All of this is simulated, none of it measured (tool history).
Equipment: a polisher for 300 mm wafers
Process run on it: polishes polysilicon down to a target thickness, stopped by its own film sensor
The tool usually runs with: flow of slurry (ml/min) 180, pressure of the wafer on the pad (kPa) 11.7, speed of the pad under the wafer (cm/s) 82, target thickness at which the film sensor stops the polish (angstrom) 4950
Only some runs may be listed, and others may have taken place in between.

run	hour	flow of slurry (ml/min)	pressure of the wafer on the pad (kPa)	speed of the pad under the wafer (cm/s)	target thickness at which the film sensor stops the polish (angstrom)	incoming thickness of the incoming film, nm	time until the film sensor stopped the polish (s)
1	0.0	180	11.7	68	4950	771.1	58.4
2	21.0	180	11.7	82	4950	779.3	50.1
# hour 46.1: slurry nozzle cleaned
3	47.6	180	11.7	82	4950	767.8	48.0
# hour 54.4: worn pad replaced by a new one
4	69.9	180	11.7	82	4950	764.9	47.6
5	99.5	215	11.7	82	4950	773.4	45.7
6	115.4	180	11.7	82	4950	761.1	46.6
7	135.8	180	11.7	82	4950	764.7	47.0
8	152.0	180	11.7	82	4950	767.9	47.1
9	185.1	160	11.7	82	4950	776.6	50.1
10	218.1	180	11.7	82	4950	757.5	44.5
11	247.8	180	15.2	98	4950	778.8	31.4
12	271.6	180	15.2	98	4950	779.9	31.6
13	294.2	180	15.2	98	4950	782.3	30.6
# hour 304.0: worn pad replaced by a new one
14	314.3	180	11.7	92	4950	752.3	39.0
15	331.6	120	8.3	58	4950	768.8	100.6
16	348.5	240	10.3	106	5290	773.9	34.6
17	401.3	200	11.7	82	4060	760.0	60.0
18	424.5	180	11.7	82	4950	766.7	45.1
19	439.4	180	8.3	82	4950	766.4	65.3
20	465.6	180	11.7	66	4950	770.7	57.7
21	499.8	150	11.7	82	5730	782.9	35.7
22	516.3	120	11.7	82	4950	782.6	52.3
23	544.5	180	11.7	82	5680	774.2	33.6
# hour 554.0: worn pad replaced by a new one
24	578.0	180	11.7	82	4950	766.8	44.5
25	603.0	180	11.7	82	4950	771.7	46.1
26	618.0	235	10.3	90	4700	765.8	48.3
# hour 626.3: head pressure recalibrated
# hour 630.4: slurry nozzle cleaned
27	638.3	180	11.7	82	4050	768.3	67.3
28	673.1	180	14.5	82	4500	776.3	48.6
29	715.3	180	11.7	82	4950	769.2	49.4
30	732.2	180	11.7	68	4950	762.0	58.6
31	744.3	230	14.5	74	5890	777.8	29.2
# hour 759.6: worn pad replaced by a new one
32	760.1	180	11.7	66	4950	772.5	61.8
33	783.0	180	11.7	82	4950	773.1	49.3
34	816.3	180	11.7	92	4950	773.9	44.8
35	847.1	180	11.7	82	4950	776.7	50.3
36	874.4	115	11.7	82	4950	770.4	54.2
37	889.6	180	11.7	90	4950	761.4	43.7

Below are 4 alternative next runs, each starting from the tool's condition after run 37. Predict each:
A	890.0	180	11.7	82	5820	766.6	?
B	890.0	180	11.7	72	4950	766.6	?
C	890.0	155	15.2	102	4540	766.6	?
D	890.0	180	11.7	82	5770	766.6	?

run	time until the film sensor stopped the polish (s)
A	32.1
B	53.9
C	34.7
D	33.0
What these runs would have given with no unlogged condition in the tool:
run	time until the film sensor stopped the polish (s)
A	33.5
B	56.1
C	36.1
D	34.4
